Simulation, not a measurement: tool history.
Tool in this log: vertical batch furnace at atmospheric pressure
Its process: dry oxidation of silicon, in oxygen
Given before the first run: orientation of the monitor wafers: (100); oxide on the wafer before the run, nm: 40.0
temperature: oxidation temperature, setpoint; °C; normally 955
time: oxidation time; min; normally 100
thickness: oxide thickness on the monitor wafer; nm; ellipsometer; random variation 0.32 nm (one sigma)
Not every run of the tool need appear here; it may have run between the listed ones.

run,day,temperature,time,"read-back reference wafer on the same gauge, thickness",thickness
1,0,955,100,77.14,65.11
2,2.775,955,130.5,77.49,73.81
3,7.225,955,130.5,77.46,73.41
4,10.033,955,130.5,77.6,73.91
5,13.108,955,100,77.73,65.83
6,17.083,955,100,77.79,66.37
7,26.579,955,100,78.05,66.29
8,28.796,961,100,77.71,68.24
9,32.05,961,100,78.12,67.59
10,34.296,961,100,77.94,68.64
11,38.679,955,100,78.09,65.86
# day 45.462: gauge calibrated
12,48.092,973,100,74.89,68.31
13,49.871,973,100,74.89,68.41
14,53.183,955,100,75.29,63.74
15,56.35,941,118,75.79,63.8
16,60.338,971,76,75.93,61.59
# day 63.25: thermocouples replaced and temperature profile calibrated
# day 64.938: boat lift adjusted
17,64.958,955,51.5,76.55,51.95
18,66.142,947,142.5,76.58,72.29
19,68.079,955,129.5,76.71,72.32
20,71.221,955,72,76.87,58.33
21,73.583,955,146,76.8,76.95

What will run 22 give?
22,76.196,955,100,?,?

Logged for run 22: read-back reference wafer on the same gauge, thickness 77.27, thickness 66.27 nm.
With the hidden condition absent and the run-to-run variation left alone, this run would have shown thickness 63.59 nm.
